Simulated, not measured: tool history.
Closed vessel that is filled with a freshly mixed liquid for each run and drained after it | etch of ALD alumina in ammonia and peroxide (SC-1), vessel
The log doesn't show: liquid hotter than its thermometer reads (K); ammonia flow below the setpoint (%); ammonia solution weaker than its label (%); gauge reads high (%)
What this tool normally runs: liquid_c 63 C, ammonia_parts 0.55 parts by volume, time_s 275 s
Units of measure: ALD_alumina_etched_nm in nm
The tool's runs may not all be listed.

run     day  liquid_c  ammonia_parts  time_s  wafers since the last listed run  hours since the thermometer was replaced  hours since the ammonia flow meter was replaced  hours since the drum of ammonia solution was connected  hours since the gauge calibration  read-back film thickness of the ALD alumina reference wafer, read on the same gauge (nm)  ALD_alumina_etched_nm
  1       0        63           0.55     275                                 0                                     415.6                                            137.3                                                     277                             1523.1                                                                                    139.99                  22.73
  2   2.225        63           0.55     275                              4525                                       469                                            190.7                                                   330.4                             1576.5                                                                                    140.01                  22.74
      3.996  -- gauge calibrated
  3   4.129        63           0.55     275                              3872                                     514.7                                            236.4                                                   376.1                                3.2                                                                                    140.01                  22.94
  4   6.083        63            0.7     275                              3974                                     561.6                                            283.3                                                     423                               50.1                                                                                    140.02                  23.15
  5  12.529        63            0.7     275                             13109                                     716.3                                              438                                                   577.7                              204.8                                                                                       140                  23.38
  6  15.958        70           0.55     275                              6974                                     798.6                                            520.3                                                     660                              287.1                                                                                    140.02                  32.22
     18.188  -- ammonia flow meter replaced
  7  19.438        63           0.55     275                              6991                                     882.1                                               30                                                   743.5                              370.6                                                                                       140                  22.89
  8  21.312        63           0.55     150                              3813                                     927.1                                               75                                                   788.5                              415.6                                                                                    139.99                  12.54
  9   25.35        63           0.55     150                              8211                                      1024                                            171.9                                                   885.4                              512.5                                                                                    140.01                  12.57
 10  26.992        69           0.55     275                              3338                                    1063.4                                            211.3                                                   924.8                              551.9                                                                                    139.98                   30.7
 11  29.638      68.5           0.55     275                              5381                                    1126.9                                            274.8                                                   988.3                              615.4                                                                                    140.01                  30.13
 12  34.058        63           0.55     275                              8991                                      1233                                            380.9                                                  1094.4                              721.5                                                                                    139.99                  23.13
     36.717  -- new drum of ammonia solution connected
 13  37.167        63           0.55     275                              6237                                    1307.6                                            455.5                                                    10.8                              796.1                                                                                    140.02                  23.06
 14   39.55        63            0.8     275                              4847                                    1364.8                                            512.7                                                      68                              853.3                                                                                       140                  24.04
 15  41.871      65.5            0.8     400                              4720                                    1420.5                                            568.4                                                   123.7                                909                                                                                       140                  39.57
     43.921  -- ammonia flow meter replaced
 16  46.333      69.5            0.8     210                              8991                                    1527.6                                             57.9                                                   230.8                             1016.1                                                                                    140.01                  25.19

The next listed run, before its measurement:
 17  49.696        63           0.55     275                              6838                                    1608.3                                            138.6                                                   311.5                             1096.8                                                                                         ?                      ?

For run 17 the tool returned read-back film thickness of the ALD alumina reference wafer, read on the same gauge (nm) 139.99, ALD_alumina_etched_nm 23.27 nm.
Minus the tool's unlogged condition, the same run would have read ALD_alumina_etched_nm 22.45 nm.
